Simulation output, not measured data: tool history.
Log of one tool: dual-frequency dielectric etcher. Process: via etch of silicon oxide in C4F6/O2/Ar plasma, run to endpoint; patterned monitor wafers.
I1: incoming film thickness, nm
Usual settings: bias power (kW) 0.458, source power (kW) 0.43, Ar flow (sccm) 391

{"run": 1, "hour": 0.0, "bias power (kW)": 0.514, "source power (kW)": 0.43, "Ar flow (sccm)": 391, "I1": 130.3, "endpoint time (s)": 29}
{"run": 2, "hour": 32.5, "bias power (kW)": 0.514, "source power (kW)": 0.43, "Ar flow (sccm)": 391, "I1": 132, "endpoint time (s)": 27.8}
{"run": 3, "hour": 58.5, "bias power (kW)": 0.514, "source power (kW)": 0.43, "Ar flow (sccm)": 391, "I1": 130.3, "endpoint time (s)": 27.5}
{"run": 4, "hour": 111.1, "bias power (kW)": 0.458, "source power (kW)": 0.43, "Ar flow (sccm)": 391, "I1": 132.2, "endpoint time (s)": 29.6}
{"run": 5, "hour": 154.8, "bias power (kW)": 0.458, "source power (kW)": 0.43, "Ar flow (sccm)": 391, "I1": 131.6, "endpoint time (s)": 29.5}
{"run": 6, "hour": 191.9, "bias power (kW)": 0.458, "source power (kW)": 0.43, "Ar flow (sccm)": 391, "I1": 130.7, "endpoint time (s)": 29.4}
{"run": 7, "hour": 240.0, "bias power (kW)": 0.458, "source power (kW)": 0.35, "Ar flow (sccm)": 391, "I1": 130.3, "endpoint time (s)": 33.8}
{"run": 8, "hour": 310.6, "bias power (kW)": 0.458, "source power (kW)": 0.45, "Ar flow (sccm)": 449, "I1": 130.5, "endpoint time (s)": 29.6}
{"run": 9, "hour": 338.4, "bias power (kW)": 0.458, "source power (kW)": 0.45, "Ar flow (sccm)": 449, "I1": 131.4, "endpoint time (s)": 29.8}
{"run": 10, "hour": 375.8, "bias power (kW)": 0.458, "source power (kW)": 0.45, "Ar flow (sccm)": 449, "I1": 132.4, "endpoint time (s)": 30.3}
{"run": 11, "hour": 417.2, "bias power (kW)": 0.458, "source power (kW)": 0.43, "Ar flow (sccm)": 391, "I1": 132.1, "endpoint time (s)": 30.3}
{"run": 12, "hour": 458.0, "bias power (kW)": 0.458, "source power (kW)": 0.43, "Ar flow (sccm)": 391, "I1": 132.6, "endpoint time (s)": 29.7}
{"run": 13, "hour": 506.2, "bias power (kW)": 0.458, "source power (kW)": 0.43, "Ar flow (sccm)": 391, "I1": 131.5, "endpoint time (s)": 29.4}
{"run": 14, "hour": 578.2, "bias power (kW)": 0.35, "source power (kW)": 0.53, "Ar flow (sccm)": 327, "I1": 132.1, "endpoint time (s)": 29.5}
{"run": 15, "hour": 617.5, "bias power (kW)": 0.366, "source power (kW)": 0.5, "Ar flow (sccm)": 391, "I1": 130.6, "endpoint time (s)": 30.2}
{"run": 16, "hour": 668.1, "bias power (kW)": 0.375, "source power (kW)": 0.34, "Ar flow (sccm)": 361, "I1": 131.4, "endpoint time (s)": 38.3}
{"run": 17, "hour": 707.6, "bias power (kW)": 0.357, "source power (kW)": 0.43, "Ar flow (sccm)": 472, "I1": 132.3, "endpoint time (s)": 34.5}
{"run": 18, "hour": 754.5, "bias power (kW)": 0.353, "source power (kW)": 0.43, "Ar flow (sccm)": 362, "I1": 132.3, "endpoint time (s)": 33.9}
{"run": 19, "hour": 785.9, "bias power (kW)": 0.458, "source power (kW)": 0.48, "Ar flow (sccm)": 438, "I1": 131.7, "endpoint time (s)": 28.9}
{"run": 20, "hour": 825.0, "bias power (kW)": 0.37, "source power (kW)": 0.33, "Ar flow (sccm)": 391, "I1": 132.2, "endpoint time (s)": 40.7}
{"run": 21, "hour": 909.1, "bias power (kW)": 0.458, "source power (kW)": 0.47, "Ar flow (sccm)": 391, "I1": 132.5, "endpoint time (s)": 27.4}
{"run": 22, "hour": 938.0, "bias power (kW)": 0.458, "source power (kW)": 0.43, "Ar flow (sccm)": 391, "I1": 132.5, "endpoint time (s)": 29}
{"run": 23, "hour": 966.5, "bias power (kW)": 0.514, "source power (kW)": 0.43, "Ar flow (sccm)": 391, "I1": 130.7, "endpoint time (s)": 27.2}
{"run": 24, "hour": 1013.9, "bias power (kW)": 0.557, "source power (kW)": 0.52, "Ar flow (sccm)": 474, "I1": 130.4, "endpoint time (s)": 24.3}
{"run": 25, "hour": 1077.7, "bias power (kW)": 0.458, "source power (kW)": 0.43, "Ar flow (sccm)": 391, "I1": 131.2, "endpoint time (s)": 29.3}

Not shown: 7 entries that the log had between the listed runs. Between which runs, and how does the tool's hidden state differ before and after?
Between runs 1 and 2: wet clean of the chamber (hour 32)
  etch rate over this chamber's usual, %: -4.13 -> 0.605
  measured less the result without the state, endpoint time (s): +1.2 -> -0.2
Between runs 8 and 9: Ar flow controller replaced (hour 335.8)
  etch rate over this chamber's usual, %: -2.63 -> -2.95
  measured less the result without the state, endpoint time (s): +0.7 -> +0.9
Between runs 11 and 12: wet clean of the chamber (hour 457.5)
  etch rate over this chamber's usual, %: -3.87 -> 0.247
  measured less the result without the state, endpoint time (s): +1.2 -> -0.1
Between runs 17 and 18: bias power generator calibrated (hour 742.9)
  etch rate over this chamber's usual, %: -2.65 -> -3.2
  measured less the result without the state, endpoint time (s): +0.9 -> +1.1
Between runs 19 and 20: upper electrode replaced (hour 824.5)
  etch rate over this chamber's usual, %: -3.56 -> -4.02
  measured less the result without the state, endpoint time (s): +1 -> +1.6
Between runs 20 and 21: source power generator calibrated (hour 841); wet clean of the chamber (hour 908.6)
  etch rate over this chamber's usual, %: -4.02 -> 1.27
  measured less the result without the state, endpoint time (s): +1.6 -> -0.3

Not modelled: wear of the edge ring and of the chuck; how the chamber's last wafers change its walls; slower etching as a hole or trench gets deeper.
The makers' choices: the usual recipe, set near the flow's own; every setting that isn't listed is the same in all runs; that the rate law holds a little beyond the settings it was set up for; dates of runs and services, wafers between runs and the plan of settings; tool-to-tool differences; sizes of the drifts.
